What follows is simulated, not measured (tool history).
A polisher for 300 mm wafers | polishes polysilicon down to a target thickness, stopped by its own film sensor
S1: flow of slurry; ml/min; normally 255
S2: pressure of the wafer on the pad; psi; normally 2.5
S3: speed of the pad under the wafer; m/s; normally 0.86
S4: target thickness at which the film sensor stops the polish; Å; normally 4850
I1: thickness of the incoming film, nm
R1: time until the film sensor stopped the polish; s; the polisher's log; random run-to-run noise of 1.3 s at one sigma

run,hour,S1,S2,S3,S4,I1,R1
1,0,255,2.5,0.86,4850,918.7,84.6
2,39.2,255,2.5,0.86,4850,920.4,86.9
# hour 73.1: worn pad replaced by a new one
3,73.6,255,2.5,0.86,4850,918,76.2
4,121.7,255,2.5,0.86,4850,939,84.1
5,140.7,255,2.5,0.86,4850,920.8,80.7
6,171.2,255,2.5,0.86,4850,910.5,79.4
7,185.8,255,2.5,0.86,4850,922.2,82.1
8,211.6,255,2.5,0.86,4850,911.8,85.6
9,231.5,255,2.5,0.86,4850,919.7,84.6
10,254.4,255,3.2,0.94,4850,908.6,63.7
11,276,310,2.5,0.86,4850,932.4,87.2
12,297.9,255,2.5,0.86,4850,915.2,88
# hour 306.3: worn pad replaced by a new one
# hour 324.4: head pressure recalibrated
13,325.2,255,1.8,0.86,4850,921.7,105.9
# hour 330: slurry nozzle cleaned
14,341.2,255,2.5,0.86,4850,937.5,82.2
15,364.8,255,2.5,1.02,4850,909.6,73.1
16,399.8,255,3.3,1.1,4850,931.6,56.7
17,416.7,255,2.5,0.86,4850,923.9,86.5
18,449.9,325,1.9,0.66,3950,922.9,154.5

Some steps in R1, run to run, broken into two amounts with sign: the step expected even without the hidden condition (settings, incoming material, random variation), and the rest, left for the hidden condition together with whatever gauge scatter is not in both the measured and the hidden-condition-free result:
What the log doesn't record here: removal rate lost through wear of the pad, %; slurry flow missing at the pad, %; deviation of the head's pressure from its setpoint, %.
Run 2 -> 3: worn pad replaced by a new one. R1 -10.7 s: hidden state -8.1, all else -2.6.
Run 17 -> 18: S1 255 -> 325, S2 2.5 -> 1.9, S3 0.86 -> 0.66, S4 4850 -> 3950. R1 +68 s: hidden state +7.9, all else +60.1.

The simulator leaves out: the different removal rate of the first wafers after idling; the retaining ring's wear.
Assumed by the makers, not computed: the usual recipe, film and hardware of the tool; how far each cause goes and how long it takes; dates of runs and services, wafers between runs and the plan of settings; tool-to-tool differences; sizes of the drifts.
